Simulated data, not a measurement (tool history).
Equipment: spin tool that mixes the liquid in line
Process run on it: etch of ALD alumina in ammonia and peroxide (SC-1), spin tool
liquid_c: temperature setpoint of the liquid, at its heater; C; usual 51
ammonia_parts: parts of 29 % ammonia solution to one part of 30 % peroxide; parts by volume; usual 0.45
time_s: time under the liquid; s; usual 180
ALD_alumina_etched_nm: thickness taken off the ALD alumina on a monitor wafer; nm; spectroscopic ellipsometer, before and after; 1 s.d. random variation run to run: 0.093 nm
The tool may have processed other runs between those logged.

run     day  liquid_c  ammonia_parts  time_s  wafers since the last listed run  hours since the thermometer was replaced  hours since the ammonia flow meter was replaced  hours since the heated supply line was repaired  hours since the drum of ammonia solution was connected  hours since the gauge calibration  read-back film thickness of the ALD alumina reference wafer, read on the same gauge (nm)  ALD_alumina_etched_nm
  1       0        51           0.45     180                                 0                                    2014.6                                            104.7                                            107.4                                                   291.9                               69.2                                                                                     80.01                   9.94
  2   1.546        51           0.45     180                               195                                    2051.7                                            141.8                                            144.5                                                     329                              106.3                                                                                     80.01                  10.14
  3   2.117        51           0.45     130                                72                                    2065.4                                            155.5                                            158.2                                                   342.7                                120                                                                                     79.98                   7.18
  4   2.379        51           0.35     240                                33                                    2071.7                                            161.8                                            164.5                                                     349                              126.3                                                                                        80                  13.05
  5   2.712        51           0.45     180                                42                                    2079.7                                            169.8                                            172.5                                                     357                              134.3                                                                                     79.99                   10.1
  6   3.262      57.5           0.35     245                                69                                    2092.9                                              183                                            185.7                                                   370.2                              147.5                                                                                     79.99                  19.16
  7   3.646        58           0.35     240                                48                                    2102.1                                            192.2                                            194.9                                                   379.4                              156.7                                                                                        80                  19.18
  8   4.375        47            0.5     140                                92                                    2119.6                                            209.7                                            212.4                                                   396.9                              174.2                                                                                        80                   6.29
      4.508  -- thermometer replaced
      4.617  -- new drum of ammonia solution connected
  9   5.021        51           0.45     180                                71                                      12.3                                            225.2                                            227.9                                                     9.7                              189.7                                                                                     79.99                  11.12
 10     5.7      46.5           0.35     275                                85                                      28.6                                            241.5                                            244.2                                                      26                                206                                                                                     80.02                  12.99
 11   6.304      54.5            0.3     250                                76                                      43.1                                              256                                            258.7                                                    40.5                              220.5                                                                                     79.97                  18.26
 12   6.729        51           0.45     180                                53                                      53.3                                            266.2                                            268.9                                                    50.7                              230.7                                                                                     79.97                  11.19
 13   7.025        46           0.35     250                                37                                      60.4                                            273.3                                              276                                                    57.8                              237.8                                                                                        80                  11.55
 14   7.288      42.5           0.45     180                                33                                      66.7                                            279.6                                            282.3                                                    64.1                              244.1                                                                                     80.01                   6.88
 15   7.546        51           0.45     180                                32                                      72.9                                            285.8                                            288.5                                                    70.3                              250.3                                                                                     80.02                  11.27
 16   7.967        51            0.6     255                                53                                        83                                            295.9                                            298.6                                                    80.4                              260.4                                                                                     80.01                  16.28
 17   8.258        51           0.45      80                                36                                        90                                            302.9                                            305.6                                                    87.4                              267.4                                                                                        80                   5.02
 18   8.604      57.5           0.35     245                                43                                      98.3                                            311.2                                            313.9                                                    95.7                              275.7                                                                                     80.03                  21.17
 19   9.046        56           0.35     255                                55                                     108.9                                            321.8                                            324.5                                                   106.3                              286.3                                                                                     79.98                  20.47
 20   9.367        51           0.45     180                                40                                     116.6                                            329.5                                            332.2                                                     114                                294                                                                                     80.02                  11.34
 21  10.029        56           0.45     180                                83                                     132.5                                            345.4                                            348.1                                                   129.9                              309.9                                                                                     79.98                  14.76
 22  10.362        51           0.45     180                                42                                     140.5                                            353.4                                            356.1                                                   137.9                              317.9                                                                                     80.01                  11.27
 23  10.792        51           0.45     180                                54                                     150.8                                            363.7                                            366.4                                                   148.2                              328.2                                                                                     80.01                  11.19
 24  11.292      59.5            0.4     235                                63                                     162.8                                            375.7                                            378.4                                                   160.2                              340.2                                                                                     79.98                  22.95
 25  11.921        51           0.45     180                                79                                     177.9                                            390.8                                            393.5                                                   175.3                              355.3                                                                                     80.01                  11.21

Forecast each of these 4 alternatives for the next run:
  A  11.942        51           0.45     280                                 2                                     178.4                                            391.3                                              394                                                   175.8                              355.8                                                                                         ?                      ?
  B  11.942      55.5            0.4     250                                 2                                     178.4                                            391.3                                              394                                                   175.8                              355.8                                                                                         ?                      ?
  C  11.942        51           0.55     180                                 2                                     178.4                                            391.3                                              394                                                   175.8                              355.8                                                                                         ?                      ?
  D  11.942        51           0.55     285                                 2                                     178.4                                            391.3                                              394                                                   175.8                              355.8                                                                                         ?                      ?

run  read-back film thickness of the ALD alumina reference wafer, read on the same gauge (nm)  ALD_alumina_etched_nm
  A                                                                                     79.99                  17.52
  B                                                                                     79.99                  19.71
  C                                                                                     79.99                  11.48
  D                                                                                     79.99                  18.17
Had the tool no hidden state, the same runs would have come out as:
run  ALD_alumina_etched_nm
  A                  17.73
  B                  19.94
  C                  11.62
  D                  18.39
